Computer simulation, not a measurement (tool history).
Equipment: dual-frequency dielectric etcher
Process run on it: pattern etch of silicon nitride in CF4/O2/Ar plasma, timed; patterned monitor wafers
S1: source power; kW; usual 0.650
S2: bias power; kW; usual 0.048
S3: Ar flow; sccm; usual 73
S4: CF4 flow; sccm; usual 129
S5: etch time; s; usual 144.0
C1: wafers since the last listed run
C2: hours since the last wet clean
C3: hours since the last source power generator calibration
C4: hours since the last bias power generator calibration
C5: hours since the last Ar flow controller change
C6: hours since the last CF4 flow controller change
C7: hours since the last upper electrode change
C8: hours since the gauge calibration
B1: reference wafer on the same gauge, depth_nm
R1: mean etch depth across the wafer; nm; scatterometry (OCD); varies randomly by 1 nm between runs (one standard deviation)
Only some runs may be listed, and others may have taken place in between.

run     day     S1     S2  S3   S4     S5    C1     C2      C3      C4      C5      C6      C7     C8     B1     R1
  1   0.000  0.650  0.048  73  129  144.0     0   39.7  3958.6  2313.6  4349.8  3608.6  3615.0  341.2  283.6  353.1
  2   7.129  0.650  0.048  73  105  144.0  1055  210.8  4129.7  2484.7  4520.9  3779.7  3786.1  512.3  284.0  345.7
  3   9.638  0.650  0.048  73  105  144.0   371  271.0  4189.9  2544.9  4581.1  3839.9  3846.3  572.5  283.8  348.0
  4  10.758  0.650  0.048  73  105  144.0   165  297.9  4216.8  2571.8  4608.0  3866.8  3873.2  599.4  283.8  348.2
  5  12.312  0.650  0.048  73  129  144.0   230  335.2  4254.1  2609.1  4645.3  3904.1  3910.5  636.7  284.0  354.2
  6  14.033  0.650  0.048  65  129  144.0   254  376.5  4295.4  2650.4  4686.6  3945.4  3951.8  678.0  284.1  357.2
  7  16.883  0.650  0.048  65  129  144.0   421  444.9  4363.8  2718.8  4755.0  4013.8  4020.2  746.4  284.4  359.5
  8  18.692  0.650  0.048  73  129  144.0   267  488.3  4407.2  2762.2  4798.4  4057.2  4063.6  789.8  284.0  354.0
     21.500  -- upper electrode replaced
  9  21.521  0.650  0.048  73  129  144.0   270  556.2  4475.1  2830.1  4866.3  4125.1     0.5  857.7  283.9  352.9
 10  22.100  0.650  0.048  73  129  144.0    85  570.1  4489.0  2844.0  4880.2  4139.0    14.4  871.6  284.0  354.2
     24.033  -- wet clean of the chamber
     24.038  -- CF4 flow controller replaced
     24.292  -- bias power generator calibrated
 11  24.312  0.800  0.048  73  142  117.0   154    6.7  4542.1     0.5  4933.3     6.6    67.5  924.7  284.1  360.0
     25.008  -- gauge calibrated
     25.838  -- source power generator calibrated
     25.892  -- Ar flow controller replaced
 12  26.600  0.650  0.048  73  129  144.0   305   61.6    18.3    55.4    17.0    61.5   122.4   38.2  284.2  334.9
 13  28.262  0.520  0.048  73  129  175.0   246  101.5    58.2    95.3    56.9   101.4   162.3   78.1  284.2  319.1
 14  31.208  0.650  0.039  73  129  144.0   436  172.2   128.9   166.0   127.6   172.1   233.0  148.8  284.3  308.6
 15  36.933  0.730  0.043  73  151  114.5   847  309.6   266.3   303.4   265.0   309.5   370.4  286.2  283.8  294.7
 16  39.183  0.610  0.052  63  154  144.0   333  363.6   320.3   357.4   319.0   363.5   424.4  340.2  283.9  333.3
 17  42.062  0.650  0.048  73  129  144.0   426  432.7   389.4   426.5   388.1   432.6   493.5  409.3  284.1  336.4
 18  43.429  0.650  0.048  89  129  128.0   202  465.5   422.2   459.3   420.9   465.4   526.3  442.1  283.8  293.1
 19  46.162  0.730  0.048  73  109  144.0   404  531.1   487.8   524.9   486.5   531.0   591.9  507.7  284.2  373.9
 20  48.958  0.720  0.042  73  119  178.0   413  598.2   554.9   592.0   553.6   598.1   659.0  574.8  284.3  438.5
     50.654  -- wet clean of the chamber
 21  50.675  0.650  0.058  64  112  144.0   106    0.5   596.1   633.2   594.8   639.3   700.2  616.0  284.1  361.8
 22  52.858  0.650  0.053  73  129  144.0   323   52.9   648.5   685.6   647.2   691.7   752.6  668.4  284.1  351.8

Run-by-run hidden state of the tool:
etch rate over this chamber's usual, %: 0 at every run
bias power that arrives over what is set, %: 0 at every run
Ar flow that arrives over what is set, %: 0 at every run
CF4 flow that arrives over what is set, %: 0 at every run
gauge reads high (%): 0 at every run
H1: source power that arrives over what is set, %
run      H1
  1    4.65
  2    4.84
  3    4.91
  4    4.94
  5    4.98
  6    5.02
  7     5.1
  8    5.14
  9    5.22
 10    5.23
 11    5.29
 12  -0.247
 13  -0.203
 14  -0.126
 15  0.0239
 16  0.0828
 17   0.158
 18   0.194
 19   0.266
 20   0.339
 21   0.384
 22   0.441
